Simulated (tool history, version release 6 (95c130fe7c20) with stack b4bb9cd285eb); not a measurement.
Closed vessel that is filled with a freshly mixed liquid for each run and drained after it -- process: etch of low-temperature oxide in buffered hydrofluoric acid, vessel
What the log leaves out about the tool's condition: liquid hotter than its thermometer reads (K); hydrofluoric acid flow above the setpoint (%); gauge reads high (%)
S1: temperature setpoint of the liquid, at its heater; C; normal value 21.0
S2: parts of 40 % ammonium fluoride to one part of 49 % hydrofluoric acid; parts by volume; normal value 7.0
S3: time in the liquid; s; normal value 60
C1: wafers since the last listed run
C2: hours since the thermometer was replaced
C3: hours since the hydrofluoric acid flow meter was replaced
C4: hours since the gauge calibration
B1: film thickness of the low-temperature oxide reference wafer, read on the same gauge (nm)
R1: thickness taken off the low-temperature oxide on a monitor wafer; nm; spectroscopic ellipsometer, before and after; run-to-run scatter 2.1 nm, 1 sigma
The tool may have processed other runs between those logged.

run    hour    S1   S2  S3    C1      C2      C3      C4      B1      R1
  1     0.0  21.0  7.0  70     0   838.0  1377.5   224.0  139.99  328.06
  2    25.0  21.0  7.0  70  1785   863.0  1402.5   249.0  140.02  330.51
  3    55.3  21.0  7.0  60  2164   893.3  1432.8   279.3  140.03  284.10
  4   102.2  18.0  7.0  60  3349   940.2  1479.7   326.2  140.00  236.20
  5   153.6  18.0  7.0  60  3671   991.6  1531.1   377.6  140.02  241.49
  6   179.5  21.0  5.5  60  1849  1017.5  1557.0   403.5  140.01  357.64
  7   221.0  21.0  9.5  60  2964  1059.0  1598.5   445.0  140.02  211.41
  8   269.5  21.0  7.0  60  3464  1107.5  1647.0   493.5  139.99  290.39
  9   300.0  21.0  7.0  60  2178  1138.0  1677.5   524.0  140.01  291.56
 10   419.4  24.5  7.0  60  8528  1257.4  1796.9   643.4  140.02  349.42
 11   475.0  24.5  7.0  60  3971  1313.0  1852.5   699.0  140.01  357.90
 12   534.7  24.5  7.0  60  4264  1372.7  1912.2   758.7  139.98  359.39
 13   571.2  19.5  7.0  70  2607  1409.2  1948.7   795.2  140.00  322.61
 14   601.8  19.5  7.0  70  2185  1439.8  1979.3   825.8  140.01  325.18
      623.4  -- hydrofluoric acid flow meter replaced
 15   667.6  21.0  7.0  60  4628  1505.6    44.2   891.6  139.99  284.88
 16   713.1  21.0  7.0  60  3249  1551.1    89.7   937.1  140.04  285.05
 17   742.3  21.0  8.0  75  2085  1580.3   118.9   966.3  139.98  307.45
 18   766.8  21.0  7.0  35  1749  1604.8   143.4   990.8  140.02  167.57
 19   808.4  21.0  7.0  60  2971  1646.4   185.0  1032.4  139.98  281.41
 20   875.8  18.0  8.0  60  4814  1713.8   252.4  1099.8  140.00  213.30
 21   942.6  21.0  7.0  60  4771  1780.6   319.2  1166.6  140.02  290.17
      984.0  -- gauge calibrated
 22  1011.4  21.0  9.5  80  4914  1849.4   388.0    27.4  140.02  286.76
     1025.8  -- thermometer replaced
 23  1082.4  17.0  7.0  30  4999    56.6   459.0    98.4  139.98  101.76
 24  1136.0  23.0  7.0  35  3828   110.2   512.6   152.0  139.98  169.45
 25  1188.1  23.0  5.0  60  3721   162.3   564.7   204.1  140.02  381.53
 26  1254.7  19.0  7.0  60  4756   228.9   631.3   270.7  140.00  232.19
 27  1282.3  21.0  7.0  60  1971   256.5   658.9   298.3  139.97  259.96
 28  1308.0  21.0  8.0  45  1835   282.2   684.6   324.0  140.01  170.75
 29  1373.0  21.0  7.0  85  4642   347.2   749.6   389.0  140.02  374.30

Some steps in R1, run to run, broken into two amounts with sign: the step expected even without the hidden condition (settings, incoming material, random variation), and the rest, left for the hidden condition together with whatever gauge scatter is not in both the measured and the hidden-condition-free result:
Run 14 -> 15: S1 19.5 -> 21.0, S3 70 -> 60, hydrofluoric acid flow meter replaced. R1 -40.30 nm: hidden state -20.67, all else -19.63.
Run 22 -> 23: S1 21.0 -> 17.0, S2 9.5 -> 7.0, S3 80 -> 30, thermometer replaced. R1 -185.00 nm: hidden state -38.77, all else -146.23.
Run 24 -> 25: S2 7.0 -> 5.0, S3 35 -> 60. R1 +212.08 nm: hidden state +9.16, all else +202.92.
Run 28 -> 29: S2 8.0 -> 7.0, S3 45 -> 85. R1 +203.55 nm: hidden state +11.22, all else +192.33.

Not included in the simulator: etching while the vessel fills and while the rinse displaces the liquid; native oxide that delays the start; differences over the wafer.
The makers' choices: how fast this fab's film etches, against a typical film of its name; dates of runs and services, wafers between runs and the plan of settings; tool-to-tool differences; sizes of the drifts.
